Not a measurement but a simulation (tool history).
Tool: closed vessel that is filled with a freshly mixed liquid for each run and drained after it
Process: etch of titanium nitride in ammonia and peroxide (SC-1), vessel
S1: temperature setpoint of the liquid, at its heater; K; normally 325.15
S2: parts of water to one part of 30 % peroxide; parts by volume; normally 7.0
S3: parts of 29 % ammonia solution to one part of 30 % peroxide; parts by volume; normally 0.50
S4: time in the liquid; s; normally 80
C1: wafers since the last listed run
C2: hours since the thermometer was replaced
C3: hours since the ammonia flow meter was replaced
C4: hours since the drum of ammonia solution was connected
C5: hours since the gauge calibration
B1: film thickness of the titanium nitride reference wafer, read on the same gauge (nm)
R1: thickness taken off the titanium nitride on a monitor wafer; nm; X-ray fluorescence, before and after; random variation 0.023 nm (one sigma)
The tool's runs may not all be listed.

run 1 hour=0.0 | S1=325.15 S2=7.0 S3=0.50 S4=95 | C1=0 C2=1229.1 C3=1137.5 C4=111.6 C5=157.6 | B1=80.03 | R1=7.08
run 2 hour=27.0 | S1=325.15 S2=7.0 S3=0.50 S4=95 | C1=1845 C2=1256.1 C3=1164.5 C4=138.6 C5=184.6 | B1=80.02 | R1=7.12
run 3 hour=58.1 | S1=325.15 S2=7.0 S3=0.50 S4=80 | C1=2125 C2=1287.2 C3=1195.6 C4=169.7 C5=215.7 | B1=79.97 | R1=6.02
run 4 hour=92.0 | S1=325.15 S2=7.0 S3=0.50 S4=80 | C1=2317 C2=1321.1 C3=1229.5 C4=203.6 C5=249.6 | B1=80.02 | R1=6.04
run 5 hour=112.6 | S1=325.15 S2=7.0 S3=0.40 S4=80 | C1=1408 C2=1341.7 C3=1250.1 C4=224.2 C5=270.2 | B1=79.99 | R1=5.83
run 6 hour=125.4 | S1=325.15 S2=7.0 S3=0.40 S4=80 | C1=874 C2=1354.5 C3=1262.9 C4=237.0 C5=283.0 | B1=79.99 | R1=5.83
-- hour=133.1 new drum of ammonia solution connected
-- hour=133.4 thermometer replaced
run 7 hour=145.2 | S1=325.15 S2=7.0 S3=0.50 S4=110 | C1=1259 C2=11.8 C3=1282.7 C4=12.1 C5=302.8 | B1=80.01 | R1=7.14
run 8 hour=166.9 | S1=325.15 S2=7.0 S3=0.50 S4=110 | C1=1483 C2=33.5 C3=1304.4 C4=33.8 C5=324.5 | B1=80.00 | R1=7.19
run 9 hour=179.2 | S1=325.15 S2=7.0 S3=0.50 S4=110 | C1=840 C2=45.8 C3=1316.7 C4=46.1 C5=336.8 | B1=80.00 | R1=7.19
-- hour=180.7 ammonia flow meter replaced
-- hour=185.4 gauge calibrated
run 10 hour=213.3 | S1=325.15 S2=7.0 S3=0.50 S4=80 | C1=2262 C2=79.9 C3=32.6 C4=80.2 C5=27.9 | B1=80.02 | R1=5.28
run 11 hour=229.4 | S1=332.15 S2=10.0 S3=0.70 S4=80 | C1=1100 C2=96.0 C3=48.7 C4=96.3 C5=44.0 | B1=79.98 | R1=7.41
run 12 hour=245.2 | S1=325.15 S2=7.0 S3=0.50 S4=40 | C1=1080 C2=111.8 C3=64.5 C4=112.1 C5=59.8 | B1=80.01 | R1=2.65
run 13 hour=267.9 | S1=318.65 S2=9.5 S3=0.35 S4=110 | C1=1551 C2=134.5 C3=87.2 C4=134.8 C5=82.5 | B1=80.00 | R1=3.69
run 14 hour=294.8 | S1=325.15 S2=6.0 S3=0.50 S4=80 | C1=1838 C2=161.4 C3=114.1 C4=161.7 C5=109.4 | B1=79.97 | R1=5.73
run 15 hour=318.4 | S1=325.15 S2=5.0 S3=0.35 S4=80 | C1=1613 C2=185.0 C3=137.7 C4=185.3 C5=133.0 | B1=80.02 | R1=5.89
run 16 hour=336.3 | S1=318.65 S2=9.0 S3=0.70 S4=80 | C1=1223 C2=202.9 C3=155.6 C4=203.2 C5=150.9 | B1=79.98 | R1=3.13
run 17 hour=362.8 | S1=325.15 S2=7.0 S3=0.50 S4=80 | C1=1811 C2=229.4 C3=182.1 C4=229.7 C5=177.4 | B1=80.00 | R1=5.31
run 18 hour=376.9 | S1=315.15 S2=5.5 S3=0.40 S4=100 | C1=963 C2=243.5 C3=196.2 C4=243.8 C5=191.5 | B1=80.02 | R1=3.54
run 19 hour=405.3 | S1=325.15 S2=7.0 S3=0.50 S4=80 | C1=1941 C2=271.9 C3=224.6 C4=272.2 C5=219.9 | B1=80.00 | R1=5.38

4 ways to go on from here, each from the tool as it stands after run 19. What would each give?
run A hour=406.0 | S1=325.15 S2=7.0 S3=0.50 S4=80 | C1=47 C2=272.6 C3=225.3 C4=272.9 C5=220.6 | B1=? | R1=?
run B hour=406.0 | S1=318.15 S2=7.0 S3=0.65 S4=80 | C1=47 C2=272.6 C3=225.3 C4=272.9 C5=220.6 | B1=? | R1=?
run C hour=406.0 | S1=330.15 S2=8.5 S3=0.50 S4=100 | C1=47 C2=272.6 C3=225.3 C4=272.9 C5=220.6 | B1=? | R1=?
run D hour=406.0 | S1=325.15 S2=7.0 S3=0.50 S4=35 | C1=47 C2=272.6 C3=225.3 C4=272.9 C5=220.6 | B1=? | R1=?

run=A B1=80.01 R1=5.34
run=B B1=80.01 R1=3.41
run=C B1=80.01 R1=8.49
run=D B1=80.01 R1=2.34
The same runs, with their run-to-run variation unchanged, on a tool lacking any hidden condition would have given:
run=A R1=5.16
run=B R1=3.29
run=C R1=8.21
run=D R1=2.26

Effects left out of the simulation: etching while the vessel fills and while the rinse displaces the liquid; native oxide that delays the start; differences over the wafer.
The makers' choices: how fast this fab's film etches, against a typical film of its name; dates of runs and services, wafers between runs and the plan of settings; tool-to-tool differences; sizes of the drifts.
